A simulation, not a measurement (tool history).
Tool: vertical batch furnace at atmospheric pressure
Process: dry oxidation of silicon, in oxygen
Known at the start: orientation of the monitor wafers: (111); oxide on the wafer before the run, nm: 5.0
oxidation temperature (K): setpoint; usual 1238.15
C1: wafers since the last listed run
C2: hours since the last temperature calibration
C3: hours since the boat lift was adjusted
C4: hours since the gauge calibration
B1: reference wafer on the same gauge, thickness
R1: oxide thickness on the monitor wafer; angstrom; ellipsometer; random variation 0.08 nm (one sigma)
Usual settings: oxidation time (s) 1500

Run 1, day 0: usual settings; C1 0; C2 2757.5; C3 5558.6; C4 924.8; B1 35.82. Result: R1 316.6 angstrom.
Run 2, day 2.754: usual settings but oxidation time (s) 1860; C1 1008; C2 2823.6; C3 5624.7; C4 990.9; B1 35.77. Result: R1 360.8 angstrom.
Run 3, day 3.825: usual settings but oxidation time (s) 1860; C1 391; C2 2849.3; C3 5650.4; C4 1016.6; B1 35.83. Result: R1 361.8 angstrom.
Run 4, day 5.008: usual settings; C1 433; C2 2877.7; C3 5678.8; C4 1045; B1 35.85. Result: R1 315.9 angstrom.
Run 5, day 7.017: usual settings but oxidation temperature (K) 1224.15; C1 735; C2 2925.9; C3 5727; C4 1093.2; B1 35.79. Result: R1 285.6 angstrom.
At day 8.604: thermocouples replaced and temperature profile calibrated.
At day 9.35: boat lift adjusted.
Run 6, day 9.371: usual settings but oxidation temperature (K) 1224.15; C1 222; C2 18.4; C3 0.5; C4 1149.7; B1 35.76. Result: R1 283.5 angstrom.
Run 7, day 10.325: usual settings but oxidation temperature (K) 1224.15; C1 349; C2 41.3; C3 23.4; C4 1172.6; B1 35.77. Result: R1 283.3 angstrom.
Run 8, day 11.358: usual settings; C1 378; C2 66.1; C3 48.2; C4 1197.4; B1 35.81. Result: R1 314.5 angstrom.
Run 9, day 12.383: usual settings; C1 375; C2 90.7; C3 72.8; C4 1222; B1 35.76. Result: R1 315 angstrom.
Run 10, day 14.638: usual settings; C1 825; C2 144.8; C3 126.9; C4 1276.1; B1 35.81. Result: R1 314.5 angstrom.
Run 11, day 17.062: usual settings but oxidation temperature (K) 1226.15; C1 887; C2 203; C3 185.1; C4 1334.3; B1 35.78. Result: R1 286.6 angstrom.
Run 12, day 19.438: usual settings but oxidation temperature (K) 1226.15; C1 869; C2 260; C3 242.1; C4 1391.3; B1 35.83. Result: R1 286.7 angstrom.
Run 13, day 21.871: usual settings but oxidation temperature (K) 1247.15; C1 890; C2 318.4; C3 300.5; C4 1449.7; B1 35.83. Result: R1 337.8 angstrom.
Run 14, day 22.996: usual settings but oxidation temperature (K) 1247.15; C1 411; C2 345.4; C3 327.5; C4 1476.7; B1 35.79. Result: R1 337 angstrom.
Run 15, day 25.017: usual settings but oxidation temperature (K) 1247.15; C1 739; C2 393.9; C3 376; C4 1525.2; B1 35.79. Result: R1 335.9 angstrom.
Run 16, day 27.575: usual settings; C1 936; C2 455.3; C3 437.4; C4 1586.6; B1 35.83. Result: R1 312.2 angstrom.
Run 17, day 30.429: usual settings but oxidation temperature (K) 1213.15, oxidation time (s) 2250; C1 1044; C2 523.8; C3 505.9; C4 1655.1; B1 35.79. Result: R1 334.4 angstrom.
Run 18, day 31.833: usual settings but oxidation time (s) 2100; C1 513; C2 557.5; C3 539.6; C4 1688.8; B1 35.78. Result: R1 389.2 angstrom.
Run 19, day 34.333: usual settings but oxidation temperature (K) 1251.15, oxidation time (s) 930; C1 915; C2 617.5; C3 599.6; C4 1748.8; B1 35.81. Result: R1 258.7 angstrom.
At day 34.812: gauge calibrated.
Run 20, day 35.908: usual settings but oxidation temperature (K) 1214.15, oxidation time (s) 750; C1 576; C2 655.3; C3 637.4; C4 26.3; B1 35.8. Result: R1 173 angstrom.
Run 21, day 38.012: usual settings but oxidation temperature (K) 1219.15, oxidation time (s) 810; C1 770; C2 705.8; C3 687.9; C4 76.8; B1 35.86. Result: R1 187.5 angstrom.
Run 22, day 39.508: usual settings but oxidation time (s) 2160; C1 547; C2 741.7; C3 723.8; C4 112.7; B1 35.82. Result: R1 396.3 angstrom.
Run 23, day 41.896: usual settings but oxidation temperature (K) 1256.15, oxidation time (s) 2070; C1 873; C2 799; C3 781.1; C4 170; B1 35.79. Result: R1 439.2 angstrom.
Run 24, day 43.383: usual settings but oxidation temperature (K) 1247.15; C1 544; C2 834.7; C3 816.8; C4 205.7; B1 35.8. Result: R1 335 angstrom.
Run 25, day 44.421: usual settings but oxidation temperature (K) 1226.15, oxidation time (s) 1980; C1 379; C2 859.6; C3 841.7; C4 230.6; B1 35.83. Result: R1 339.9 angstrom.
Run 26, day 46.708: usual settings but oxidation temperature (K) 1228.15, oxidation time (s) 1710; C1 837; C2 914.5; C3 896.6; C4 285.5; B1 35.81. Result: R1 316.8 angstrom.
Run 27, day 48.554: usual settings but oxidation temperature (K) 1252.15, oxidation time (s) 810; C1 675; C2 958.8; C3 940.9; C4 329.8; B1 35.81. Result: R1 238.9 angstrom.

Run 28 comes next. What will it give?
Run 28, day 49.738: usual settings but oxidation temperature (K) 1230.15, oxidation time (s) 810; C1 433; C2 987.2; C3 969.3; C4 358.2; B1 ?. Result: R1 ?.

{"run 28": {"B1": 35.81, "R1": 203.7}}
Without the tool's hidden state the same run would have given R1 204.7 angstrom.

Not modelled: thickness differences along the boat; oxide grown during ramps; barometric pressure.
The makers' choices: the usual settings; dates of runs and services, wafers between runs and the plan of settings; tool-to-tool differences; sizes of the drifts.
